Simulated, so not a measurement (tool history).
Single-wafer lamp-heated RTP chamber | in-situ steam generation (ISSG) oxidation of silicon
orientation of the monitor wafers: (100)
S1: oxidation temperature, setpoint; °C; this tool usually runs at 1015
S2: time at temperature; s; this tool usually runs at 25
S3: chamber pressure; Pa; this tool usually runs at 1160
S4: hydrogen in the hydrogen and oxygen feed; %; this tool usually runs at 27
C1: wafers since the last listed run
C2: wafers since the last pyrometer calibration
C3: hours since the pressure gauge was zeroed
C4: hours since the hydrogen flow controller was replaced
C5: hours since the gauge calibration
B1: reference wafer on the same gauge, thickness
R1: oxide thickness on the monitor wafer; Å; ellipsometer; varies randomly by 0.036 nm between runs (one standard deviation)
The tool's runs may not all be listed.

run	hour	S1	S2	S3	S4	C1	C2	C3	C4	C5	B1	R1
1	0	1015	17	1160	27	0	4731	2415	1778.7	510.1	8.203	58.31
2	13.8	1015	17	1160	27	163	4894	2428.8	1792.5	523.9	8.202	58.66
3	30.4	1015	17	1160	27	196	5091	2445.4	1809.1	540.5	8.204	58.77
4	55.5	1015	25	1160	27	297	5388	2470.5	1834.2	565.6	8.203	71.47
5	90.8	1015	25	1160	27	418	5807	2505.8	1869.5	600.9	8.199	70.96
6	115.5	1015	25	1160	27	292	6100	2530.5	1894.2	625.6	8.197	70.97
7	132.7	1015	25	1160	27	203	6303	2547.7	1911.4	642.8	8.202	71
8	166	1015	25	1160	31	394	6698	2581	1944.7	676.1	8.193	74.24
# hour 179.8: gauge calibrated
9	195.8	1015	19	1160	23	353	7051	2610.8	1974.5	16	8.206	60.22
10	210.7	1015	25	1160	27	176	7228	2625.7	1989.4	30.9	8.203	71.78
11	223.6	1015	25	1160	27	152	7381	2638.6	2002.3	43.8	8.206	71.82
12	255.4	1015	25	1160	27	376	7758	2670.4	2034.1	75.6	8.19	71.49
13	274.8	1025	18	1347	20	229	7988	2689.8	2053.5	95	8.195	58.2

Forecast run 14:
14	302	997	25	1160	32	322	8310	2717	2080.7	122.2	?	?

B1: 8.198
R1: 68.79 Å
With the hidden condition absent and the run-to-run variation left alone, this run would have shown R1 66.67 Å.
